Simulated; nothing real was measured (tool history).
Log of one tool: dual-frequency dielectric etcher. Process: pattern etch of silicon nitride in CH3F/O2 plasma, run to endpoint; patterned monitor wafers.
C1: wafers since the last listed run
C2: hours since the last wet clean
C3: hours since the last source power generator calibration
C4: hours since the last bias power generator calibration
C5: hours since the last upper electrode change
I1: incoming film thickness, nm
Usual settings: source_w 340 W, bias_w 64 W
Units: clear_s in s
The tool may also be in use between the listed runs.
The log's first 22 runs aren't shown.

Run 23, hour 2025.8: usual settings but source_w 390 W, bias_w 51 W; C1 801; C2 124.0; C3 565.4; C4 480.7; C5 103.9; I1 98.7. Result: clear_s 123.5 s.
Run 24, hour 2096.2: usual settings but source_w 400 W, bias_w 49 W; C1 615; C2 194.4; C3 635.8; C4 551.1; C5 174.3; I1 98.6. Result: clear_s 125.7 s.
Run 25, hour 2168.7: usual settings but source_w 410 W, bias_w 75 W; C1 633; C2 266.9; C3 708.3; C4 623.6; C5 246.8; I1 96.2. Result: clear_s 103.1 s.
Run 26, hour 2267.4: usual settings but source_w 410 W, bias_w 49 W; C1 862; C2 365.6; C3 807.0; C4 722.3; C5 345.5; I1 98.4. Result: clear_s 124.4 s.
Run 27, hour 2345.7: usual settings but source_w 360 W, bias_w 55 W; C1 684; C2 443.9; C3 885.3; C4 800.6; C5 423.8; I1 96.4. Result: clear_s 123.6 s.
Run 28, hour 2392.4: usual settings but source_w 260 W, bias_w 78 W; C1 407; C2 490.6; C3 932.0; C4 847.3; C5 470.5; I1 98.4. Result: clear_s 119.6 s.
Run 29, hour 2477.9: usual settings; C1 746; C2 576.1; C3 1017.5; C4 932.8; C5 556.0; I1 98.3. Result: clear_s 120.9 s.
Run 30, hour 2559.1: usual settings but source_w 380 W, bias_w 78 W; C1 709; C2 657.3; C3 1098.7; C4 1014.0; C5 637.2; I1 98.1. Result: clear_s 110.7 s.
At hour 2598.6: wet clean of the chamber.
Run 31, hour 2646.7: usual settings but source_w 420 W, bias_w 73 W; C1 555; C2 48.1; C3 1186.3; C4 1101.6; C5 724.8; I1 98.2. Result: clear_s 102.9 s.
Run 32, hour 2712.3: usual settings but source_w 290 W, bias_w 56 W; C1 573; C2 113.7; C3 1251.9; C4 1167.2; C5 790.4; I1 96.8. Result: clear_s 130.8 s.
Run 33, hour 2819.1: usual settings but source_w 410 W, bias_w 55 W; C1 933; C2 220.5; C3 1358.7; C4 1274.0; C5 897.2; I1 97.0. Result: clear_s 117.1 s.

4 ways to go on from here, each from the tool as it stands after run 33. What would each give?
Run A, hour 2819.6: usual settings but bias_w 76 W; C1 4; C2 221.0; C3 1359.2; C4 1274.5; C5 897.7; I1 98.2. Result: clear_s ?.
Run B, hour 2819.6: usual settings but source_w 300 W, bias_w 75 W; C1 4; C2 221.0; C3 1359.2; C4 1274.5; C5 897.7; I1 98.2. Result: clear_s ?.
Run C, hour 2819.6: usual settings but source_w 320 W, bias_w 77 W; C1 4; C2 221.0; C3 1359.2; C4 1274.5; C5 897.7; I1 98.2. Result: clear_s ?.
Run D, hour 2819.6: usual settings but source_w 260 W, bias_w 69 W; C1 4; C2 221.0; C3 1359.2; C4 1274.5; C5 897.7; I1 98.2. Result: clear_s ?.

run  clear_s
  A    109.9
  B    114.9
  C    111.4
  D    124.2
Without the tool's hidden state the same runs would have given:
run  clear_s
  A    108.1
  B    113.0
  C    109.6
  D    122.2
